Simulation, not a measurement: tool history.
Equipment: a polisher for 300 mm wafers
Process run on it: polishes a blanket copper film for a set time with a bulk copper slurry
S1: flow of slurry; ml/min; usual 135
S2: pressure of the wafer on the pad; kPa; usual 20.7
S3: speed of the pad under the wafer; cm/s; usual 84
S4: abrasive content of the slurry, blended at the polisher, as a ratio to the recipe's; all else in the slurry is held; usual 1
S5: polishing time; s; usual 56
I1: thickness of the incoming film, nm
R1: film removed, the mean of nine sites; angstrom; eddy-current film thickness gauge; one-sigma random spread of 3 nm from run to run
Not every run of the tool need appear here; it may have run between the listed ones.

| run | hour | S1 | S2 | S3 | S4 | S5 | I1 | R1 |
|---|---|---|---|---|---|---|---|---|
| 1 | 0 | 135 | 20.7 | 84 | 1 | 56 | 3563.2 | 4288 |
|  | 53.1 | worn pad replaced by a new one |
| 2 | 85.8 | 125 | 20.7 | 84 | 1 | 56 | 3586.8 | 4459 |
|  | 151.7 | slurry blender recalibrated |
| 3 | 159.1 | 125 | 20.7 | 84 | 1 | 56 | 3525.1 | 4385 |
|  | 239.8 | worn pad replaced by a new one, of another model than before |
| 4 | 256 | 135 | 20.7 | 84 | 1.1 | 56 | 3606 | 4667 |
| 5 | 330.3 | 120 | 20.7 | 84 | 1 | 56 | 3536.4 | 4242 |
| 6 | 371.3 | 135 | 20.7 | 62 | 1 | 56 | 3559.2 | 3896 |
|  | 409.8 | slurry nozzle cleaned |
|  | 418.1 | worn pad replaced by a new one |
|  | 434.6 | slurry blender recalibrated |
| 7 | 441.6 | 135 | 20.7 | 62 | 1 | 56 | 3578.4 | 3934 |
| 8 | 488.7 | 135 | 20.7 | 84 | 1.1 | 63 | 3516.7 | 5179 |
|  | 627.7 | worn pad replaced by a new one |
| 9 | 628.1 | 135 | 20.7 | 64 | 1 | 56 | 3525.3 | 4020 |
| 10 | 679 | 135 | 20.7 | 84 | 0.7 | 56 | 3578.6 | 3977 |
|  | 690.2 | slurry blender recalibrated |
|  | 711.7 | head pressure recalibrated |
| 11 | 757.6 | 135 | 20.7 | 84 | 1 | 56 | 3554.5 | 4386 |
| 12 | 806.9 | 135 | 20.7 | 70 | 1 | 56 | 3511.4 | 3984 |
|  | 824.7 | worn pad replaced by a new one |
| 13 | 885.6 | 150 | 22.8 | 84 | 1 | 56 | 3624.8 | 4833 |
| 14 | 931.2 | 135 | 26.9 | 106 | 1 | 64 | 3564.9 | 6640 |

Difference, measured minus no-hidden-state, one row per run. Run-to-run variation is common to both terms; the gauge's own scatter need not be:
Hidden state present: removal rate lost through wear of the pad, %; slurry flow missing at the pad, %; deviation of the head's pressure from its setpoint, %; abrasive missing from the slurry, %.
| run | R1 |
|---|---|
| 1 | -195 |
| 2 | -19 |
| 3 | -93 |
| 4 | -4 |
| 5 | -59 |
| 6 | -115 |
| 7 | -28 |
| 8 | -75 |
| 9 | -6 |
| 10 | -23 |
| 11 | -130 |
| 12 | -225 |
| 13 | -56 |
| 14 | -161 |

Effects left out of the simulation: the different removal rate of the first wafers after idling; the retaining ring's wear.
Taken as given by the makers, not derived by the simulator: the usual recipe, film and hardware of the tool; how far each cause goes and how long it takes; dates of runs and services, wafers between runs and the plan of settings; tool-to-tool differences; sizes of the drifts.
